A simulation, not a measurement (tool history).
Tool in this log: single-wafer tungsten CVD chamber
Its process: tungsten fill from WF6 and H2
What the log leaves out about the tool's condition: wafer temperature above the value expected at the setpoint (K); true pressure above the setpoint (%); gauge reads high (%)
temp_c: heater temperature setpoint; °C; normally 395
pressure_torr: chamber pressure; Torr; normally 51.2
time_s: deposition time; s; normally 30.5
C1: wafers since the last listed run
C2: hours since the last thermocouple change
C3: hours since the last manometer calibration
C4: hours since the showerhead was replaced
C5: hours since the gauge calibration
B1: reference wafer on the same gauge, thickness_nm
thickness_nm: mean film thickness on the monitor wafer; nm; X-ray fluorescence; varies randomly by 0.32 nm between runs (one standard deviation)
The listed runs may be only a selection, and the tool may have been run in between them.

{"run": 1, "hour": 0.0, "temp_c": 401, "pressure_torr": 56, "time_s": 30.5, "C1": 0, "C2": 2198.7, "C3": 2909.4, "C4": 4974.6, "C5": 169.4, "B1": 86.968, "thickness_nm": 128.974}
{"run": 2, "hour": 27.7, "temp_c": 401, "pressure_torr": 56, "time_s": 30.5, "C1": 486, "C2": 2226.4, "C3": 2937.1, "C4": 5002.3, "C5": 197.1, "B1": 87.023, "thickness_nm": 129.645}
{"run": 3, "hour": 62.3, "temp_c": 395, "pressure_torr": 51.2, "time_s": 30.5, "C1": 608, "C2": 2261, "C3": 2971.7, "C4": 5036.9, "C5": 231.7, "B1": 87.007, "thickness_nm": 112.224}
{"run": 4, "hour": 94.4, "temp_c": 395, "pressure_torr": 51.2, "time_s": 30.5, "C1": 564, "C2": 2293.1, "C3": 3003.8, "C4": 5069, "C5": 263.8, "B1": 86.985, "thickness_nm": 112.729}
{"run": 5, "hour": 128.5, "temp_c": 395, "pressure_torr": 51.2, "time_s": 30.5, "C1": 599, "C2": 2327.2, "C3": 3037.9, "C4": 5103.1, "C5": 297.9, "B1": 86.97, "thickness_nm": 112.491}
{"hour": 155.6, "done": "capacitance manometer re-zeroed and calibrated"}
{"run": 6, "hour": 156.1, "temp_c": 395, "pressure_torr": 59.6, "time_s": 30.5, "C1": 344, "C2": 2354.8, "C3": 0.5, "C4": 5130.7, "C5": 325.5, "B1": 86.957, "thickness_nm": 118.043}
{"run": 7, "hour": 180.2, "temp_c": 395, "pressure_torr": 59.6, "time_s": 30.5, "C1": 423, "C2": 2378.9, "C3": 24.6, "C4": 5154.8, "C5": 349.6, "B1": 87.019, "thickness_nm": 117.692}
{"hour": 189.9, "done": "gauge calibrated"}
{"hour": 207.9, "done": "thermocouple changed; heater temperature recalibrated"}
{"run": 8, "hour": 211.4, "temp_c": 401, "pressure_torr": 51.2, "time_s": 30.5, "C1": 407, "C2": 3.5, "C3": 55.8, "C4": 5186, "C5": 21.5, "B1": 87.053, "thickness_nm": 116.951}
{"run": 9, "hour": 231.9, "temp_c": 389, "pressure_torr": 44.5, "time_s": 30.5, "C1": 360, "C2": 24, "C3": 76.3, "C4": 5206.5, "C5": 42, "B1": 87.009, "thickness_nm": 87.753}
{"run": 10, "hour": 247.6, "temp_c": 395, "pressure_torr": 51.2, "time_s": 30.5, "C1": 275, "C2": 39.7, "C3": 92, "C4": 5222.2, "C5": 57.7, "B1": 86.943, "thickness_nm": 104.072}
{"hour": 273.0, "done": "showerhead replaced"}
{"run": 11, "hour": 278.8, "temp_c": 395, "pressure_torr": 58.6, "time_s": 32.9, "C1": 407, "C2": 70.9, "C3": 123.2, "C4": 5.8, "C5": 88.9, "B1": 87.038, "thickness_nm": 117.204}
{"run": 12, "hour": 314.6, "temp_c": 399, "pressure_torr": 40.7, "time_s": 25.7, "C1": 629, "C2": 106.7, "C3": 159, "C4": 41.6, "C5": 124.7, "B1": 87.004, "thickness_nm": 89.436}
{"run": 13, "hour": 333.5, "temp_c": 395, "pressure_torr": 43.1, "time_s": 30.5, "C1": 332, "C2": 125.6, "C3": 177.9, "C4": 60.5, "C5": 143.6, "B1": 87.061, "thickness_nm": 98.896}
{"run": 14, "hour": 365.2, "temp_c": 395, "pressure_torr": 51.2, "time_s": 30.5, "C1": 557, "C2": 157.3, "C3": 209.6, "C4": 92.2, "C5": 175.3, "B1": 87.025, "thickness_nm": 104.663}

For each run, the measured value with the value that run would have given without the tool's hidden condition subtracted. The run-to-run variation is shared by both, the gauge scatter possibly not:
run=1 thickness_nm=+10.156
run=2 thickness_nm=+10.249
run=3 thickness_nm=+9.405
run=4 thickness_nm=+9.487
run=5 thickness_nm=+9.508
run=6 thickness_nm=+10.01
run=7 thickness_nm=+10.008
run=8 thickness_nm=+0.283
run=9 thickness_nm=+0.486
run=10 thickness_nm=+0.767
run=11 thickness_nm=+1.329
run=12 thickness_nm=+1.379
run=13 thickness_nm=+1.775
run=14 thickness_nm=+2.259
